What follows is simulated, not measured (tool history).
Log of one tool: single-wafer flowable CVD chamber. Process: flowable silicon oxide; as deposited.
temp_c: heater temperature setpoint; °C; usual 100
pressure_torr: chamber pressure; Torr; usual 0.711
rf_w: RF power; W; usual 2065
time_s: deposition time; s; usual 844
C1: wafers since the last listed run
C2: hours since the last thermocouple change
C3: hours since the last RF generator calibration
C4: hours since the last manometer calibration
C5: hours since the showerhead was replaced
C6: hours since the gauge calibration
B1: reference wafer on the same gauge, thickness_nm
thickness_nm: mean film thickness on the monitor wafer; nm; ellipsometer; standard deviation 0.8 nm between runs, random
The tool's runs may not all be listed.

run 1 hour=0 | temp_c=100 pressure_torr=0.711 rf_w=1760 time_s=844 | C1=0 C2=2150.3 C3=2050.6 C4=1389.6 C5=5952.9 C6=9.4 | B1=351.135 | thickness_nm=323.028
run 2 hour=14.2 | temp_c=100 pressure_torr=0.711 rf_w=1760 time_s=844 | C1=31 C2=2164.5 C3=2064.8 C4=1403.8 C5=5967.1 C6=23.6 | B1=351.006 | thickness_nm=323.845
run 3 hour=31.7 | temp_c=100 pressure_torr=0.711 rf_w=2065 time_s=844 | C1=38 C2=2182 C3=2082.3 C4=1421.3 C5=5984.6 C6=41.1 | B1=350.99 | thickness_nm=347.811
run 4 hour=44.3 | temp_c=90 pressure_torr=0.711 rf_w=2065 time_s=844 | C1=27 C2=2194.6 C3=2094.9 C4=1433.9 C5=5997.2 C6=53.7 | B1=350.775 | thickness_nm=509.349
-- hour=65.6 showerhead replaced
run 5 hour=66.1 | temp_c=90 pressure_torr=0.711 rf_w=2065 time_s=844 | C1=30 C2=2216.4 C3=2116.7 C4=1455.7 C5=0.5 C6=75.5 | B1=350.996 | thickness_nm=507.643
-- hour=80.2 thermocouple changed; heater temperature recalibrated
run 6 hour=80.7 | temp_c=90 pressure_torr=0.711 rf_w=2065 time_s=844 | C1=14 C2=0.5 C3=2131.3 C4=1470.3 C5=15.1 C6=90.1 | B1=350.674 | thickness_nm=580.596
run 7 hour=92.8 | temp_c=100 pressure_torr=0.711 rf_w=2065 time_s=844 | C1=26 C2=12.6 C3=2143.4 C4=1482.4 C5=27.2 C6=102.2 | B1=350.974 | thickness_nm=399.561

Run 8 has not been measured yet. What should we expect?
run 8 hour=104.6 | temp_c=90 pressure_torr=0.711 rf_w=1805 time_s=844 | C1=26 C2=24.4 C3=2155.2 C4=1494.2 C5=39 C6=114 | B1=? | thickness_nm=?

Run 8 gave B1 350.779, thickness_nm 547.286 nm.
If the tool had no hidden condition, the same run with the same run-to-run variation would have returned thickness_nm 542.485 nm.
